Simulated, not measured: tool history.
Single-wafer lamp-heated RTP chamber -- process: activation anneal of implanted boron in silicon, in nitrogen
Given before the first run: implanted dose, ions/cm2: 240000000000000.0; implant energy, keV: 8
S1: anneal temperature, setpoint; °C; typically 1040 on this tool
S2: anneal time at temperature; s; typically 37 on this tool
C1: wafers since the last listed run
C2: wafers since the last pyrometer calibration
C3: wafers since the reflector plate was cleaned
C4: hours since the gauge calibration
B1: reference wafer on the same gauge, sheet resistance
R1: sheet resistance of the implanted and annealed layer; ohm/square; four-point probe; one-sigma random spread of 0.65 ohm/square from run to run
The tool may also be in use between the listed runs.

| run | hour | S1 | S2 | C1 | C2 | C3 | C4 | B1 | R1 |
|---|---|---|---|---|---|---|---|---|---|
| 1 | 0 | 1026 | 37 | 0 | 1531 | 2834 | 289.4 | 517.64 | 435.24 |
|  | 45.2 | pyrometer window cleaned and pyrometer calibrated |
| 2 | 45.7 | 1026 | 37 | 236 | 3 | 3071 | 335.1 | 517.29 | 435.49 |
| 3 | 144.5 | 1040 | 37 | 619 | 623 | 3690 | 433.9 | 516.49 | 431.12 |
| 4 | 324.3 | 1040 | 37 | 1127 | 1750 | 4818 | 613.7 | 515.44 | 431.06 |
|  | 335 | pyrometer window cleaned and pyrometer calibrated |
| 5 | 360 | 1040 | 37 | 173 | 156 | 4992 | 649.4 | 515.21 | 430.07 |
| 6 | 424.9 | 1040 | 29 | 407 | 563 | 5399 | 714.3 | 515.06 | 431.78 |
| 7 | 464.5 | 1024 | 37 | 248 | 812 | 5647 | 753.9 | 514.85 | 432.56 |
| 8 | 508.4 | 1024 | 37 | 275 | 1087 | 5923 | 797.8 | 514.76 | 433.71 |
| 9 | 563.8 | 1040 | 37 | 347 | 1435 | 6270 | 853.2 | 514.55 | 430.27 |
| 10 | 620.1 | 1040 | 37 | 353 | 1788 | 6623 | 909.5 | 514.33 | 430.17 |
|  | 650.7 | pyrometer window cleaned and pyrometer calibrated |
| 11 | 681.1 | 1020 | 37 | 332 | 190 | 6956 | 970.5 | 514.3 | 433.16 |
| 12 | 711 | 1020 | 37 | 187 | 378 | 7143 | 1000.4 | 514.03 | 432.17 |
| 13 | 782.5 | 1020 | 37 | 448 | 826 | 7592 | 1071.9 | 514.13 | 432.78 |
| 14 | 819.5 | 1019 | 37 | 232 | 1058 | 7824 | 1108.9 | 514.02 | 431.42 |
| 15 | 883.6 | 1040 | 29 | 402 | 1461 | 8226 | 1173 | 513.88 | 431.78 |
| 16 | 912.5 | 1069 | 28 | 181 | 1642 | 8407 | 1201.9 | 513.71 | 426.61 |
|  | 949.5 | pyrometer window cleaned and pyrometer calibrated |
| 17 | 953 | 1050 | 37 | 203 | 21 | 8611 | 1242.4 | 513.85 | 427.83 |
|  | 995.9 | gauge calibrated |
|  | 1022.5 | reflector plate cleaned |
| 18 | 1023.3 | 1028 | 55 | 390 | 412 | 4 | 27.4 | 520.31 | 434.16 |
| 19 | 1049.2 | 1028 | 58 | 162 | 574 | 167 | 53.3 | 519.9 | 431.53 |
| 20 | 1073.7 | 1040 | 37 | 153 | 728 | 320 | 77.8 | 519.57 | 433.92 |
| 21 | 1132.8 | 1028 | 55 | 370 | 1099 | 691 | 136.9 | 518.61 | 431 |
| 22 | 1182.3 | 1040 | 37 | 310 | 1409 | 1002 | 186.4 | 518.03 | 432.83 |
|  | 1249.6 | pyrometer window cleaned and pyrometer calibrated |
| 23 | 1250.1 | 1040 | 24 | 375 | 3 | 1377 | 254.2 | 517.25 | 436.05 |
| 24 | 1289.7 | 1019 | 22 | 248 | 251 | 1625 | 293.8 | 516.82 | 438.75 |
| 25 | 1329.3 | 1040 | 48 | 248 | 500 | 1873 | 333.4 | 516.4 | 429.45 |
| 26 | 1400.9 | 1053 | 25 | 449 | 949 | 2322 | 405 | 515.84 | 432.19 |
| 27 | 1466.7 | 1020 | 27 | 412 | 1361 | 2735 | 470.8 | 515.2 | 435.43 |
| 28 | 1506.6 | 1040 | 57 | 250 | 1612 | 2985 | 510.7 | 515.08 | 426.82 |
| 29 | 1569.8 | 1040 | 37 | 396 | 2008 | 3382 | 573.9 | 514.76 | 430.89 |

Consider 5 possible next runs. They are alternatives, not a sequence: every one starts from the tool as it was left by run 29. What does each give?
| A | 1570.2 | 1040 | 55 | 2 | 2011 | 3384 | 574.3 | ? | ? |
| B | 1570.2 | 1015 | 17 | 2 | 2011 | 3384 | 574.3 | ? | ? |
| C | 1570.2 | 1010 | 23 | 2 | 2011 | 3384 | 574.3 | ? | ? |
| D | 1570.2 | 1063 | 49 | 2 | 2011 | 3384 | 574.3 | ? | ? |
| E | 1570.2 | 1070 | 49 | 2 | 2011 | 3384 | 574.3 | ? | ? |

| run | B1 | R1 |
|---|---|---|
| A | 514.82 | 427.38 |
| B | 514.82 | 439.05 |
| C | 514.82 | 438.56 |
| D | 514.82 | 424.27 |
| E | 514.82 | 422.89 |
Had the tool no hidden state, the same runs would have come out as:
| run | R1 |
|---|---|
| A | 432.6 |
| B | 444.42 |
| C | 443.91 |
| D | 429.46 |
| E | 428.05 |
